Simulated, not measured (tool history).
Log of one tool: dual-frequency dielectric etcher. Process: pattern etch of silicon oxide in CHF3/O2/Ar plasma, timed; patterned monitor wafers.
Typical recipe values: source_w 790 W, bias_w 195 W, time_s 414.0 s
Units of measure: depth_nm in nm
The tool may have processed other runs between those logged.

run    hour  source_w  bias_w  time_s  wafers since the last listed run  hours since the last wet clean  hours since the last source power generator calibration  hours since the last bias power generator calibration  hours since the last upper electrode change  hours since the gauge calibration  read-back reference wafer on the same gauge, depth_nm  depth_nm
  1     0.0       790     195   414.0                                 0                            83.8                                                   1280.9                                                 1202.0                                       4508.2                               88.0                                                  999.7     948.1
  2   107.2       790     195   414.0                               512                           191.0                                                   1388.1                                                 1309.2                                       4615.4                              195.2                                                  998.3     947.5
  3   186.1       790     195   414.0                               376                           269.9                                                   1467.0                                                 1388.1                                       4694.3                              274.1                                                  997.9     946.9
  4   331.4       790     195   414.0                               694                           415.2                                                   1612.3                                                 1533.4                                       4839.6                              419.4                                                  996.8     945.7
      392.4  -- wet clean of the chamber
  5   425.0       790     195   414.0                               332                            32.6                                                   1705.9                                                 1627.0                                       4933.2                              513.0                                                  991.8     941.9
  6   461.9       790     195   414.0                               176                            69.5                                                   1742.8                                                 1663.9                                       4970.1                              549.9                                                  993.0     937.0
  7   503.4       790     195   414.0                               198                           111.0                                                   1784.3                                                 1705.4                                       5011.6                              591.4                                                  991.7     943.3
  8   547.2       790     195   414.0                               209                           154.8                                                   1828.1                                                 1749.2                                       5055.4                              635.2                                                  988.7     938.0
      610.9  -- upper electrode replaced
  9   620.1       790     178   451.0                               233                           227.7                                                   1901.0                                                 1822.1                                          9.2                              708.1                                                  986.8     991.7
 10   705.0       790     178   451.0                               405                           312.6                                                   1985.9                                                 1907.0                                         94.1                              793.0                                                  983.6     988.9
 11   782.5       790     178   451.0                               370                           390.1                                                   2063.4                                                 1984.5                                        171.6                              870.5                                                  981.6     985.6
 12   882.5       790     195   414.0                               477                           490.1                                                   2163.4                                                 2084.5                                        271.6                              970.5                                                  975.9     930.0
      924.7  -- wet clean of the chamber
 13   945.0       790     212   414.0                               183                            20.3                                                   2225.9                                                 2147.0                                        334.1                             1033.0                                                  973.1     947.3
 14  1002.9       660     161   414.0                               276                            78.2                                                   2283.8                                                 2204.9                                        392.0                             1090.9                                                  969.4     807.7
     1017.8  -- source power generator calibrated
 15  1079.9       600     195   362.0                               348                           155.2                                                     62.1                                                 2281.9                                        469.0                             1167.9                                                  965.3     710.5
     1176.0  -- gauge calibrated
 16  1182.1       630     195   504.5                               488                           257.4                                                    164.3                                                 2384.1                                        571.2                                6.1                                                 1003.1    1051.7
     1248.0  -- bias power generator calibrated
 17  1276.4       790     195   316.5                               431                           351.7                                                    258.6                                                   28.4                                        665.5                              100.4                                                 1003.6     730.8
 18  1328.0       740     170   509.5                               246                           403.3                                                    310.2                                                   80.0                                        717.1                              152.0                                                 1003.1    1086.3
 19  1367.9       790     195   500.0                               190                           443.2                                                    350.1                                                  119.9                                        757.0                              191.9                                                 1002.1    1147.7
 20  1433.7       890     168   515.5                               314                           509.0                                                    415.9                                                  185.7                                        822.8                              257.7                                                 1001.7    1192.6
     1474.2  -- wet clean of the chamber
 21  1517.9       790     195   414.0                               287                            43.7                                                    500.1                                                  269.9                                        907.0                              341.9                                                 1000.1     946.4
 22  1594.8       790     225   298.5                               367                           120.6                                                    577.0                                                  346.8                                        983.9                              418.8                                                  999.5     713.0
 23  1650.7       790     195   414.0                               267                           176.5                                                    632.9                                                  402.7                                       1039.8                              474.7                                                  999.7     950.5
 24  1698.3       730     195   463.5                               227                           224.1                                                    680.5                                                  450.3                                       1087.4                              522.3                                                  996.0    1023.0
 25  1734.4       790     195   414.0                               172                           260.2                                                    716.6                                                  486.4                                       1123.5                              558.4                                                  994.0     946.2
 26  1830.2       840     241   414.0                               457                           356.0                                                    812.4                                                  582.2                                       1219.3                              654.2                                                  992.6    1042.0
 27  1886.7       680     195   454.0                               269                           412.5                                                    868.9                                                  638.7                                       1275.8                              710.7                                                  989.6     966.7
     1919.2  -- wet clean of the chamber
 28  1936.8       790     195   414.0                               124                            17.6                                                    919.0                                                  688.8                                       1325.9                              760.8                                                  988.1     937.7

For some of the steps in depth_nm from one run to the next: how much would appear even if the tool had no hidden state, given the settings, what came in and random variation, and how much remains for the hidden state plus any gauge scatter that the measured result and the result without hidden state don't share?
What the log doesn't record here: etch rate over this chamber's usual, %; source power that arrives over what is set, %; bias power that arrives over what is set, %; gauge reads high (%).
Run 15 -> 16: source_w 600 -> 630, time_s 362.0 -> 504.5, gauge calibrated. depth_nm +341.2 nm: hidden state +28.0, all else +313.2.
Run 17 -> 18: source_w 790 -> 740, bias_w 195 -> 170, time_s 316.5 -> 509.5. depth_nm +355.5 nm: hidden state -0.9, all else +356.4.
Run 25 -> 26: source_w 790 -> 840, bias_w 195 -> 241. depth_nm +95.8 nm: hidden state -4.0, all else +99.8.

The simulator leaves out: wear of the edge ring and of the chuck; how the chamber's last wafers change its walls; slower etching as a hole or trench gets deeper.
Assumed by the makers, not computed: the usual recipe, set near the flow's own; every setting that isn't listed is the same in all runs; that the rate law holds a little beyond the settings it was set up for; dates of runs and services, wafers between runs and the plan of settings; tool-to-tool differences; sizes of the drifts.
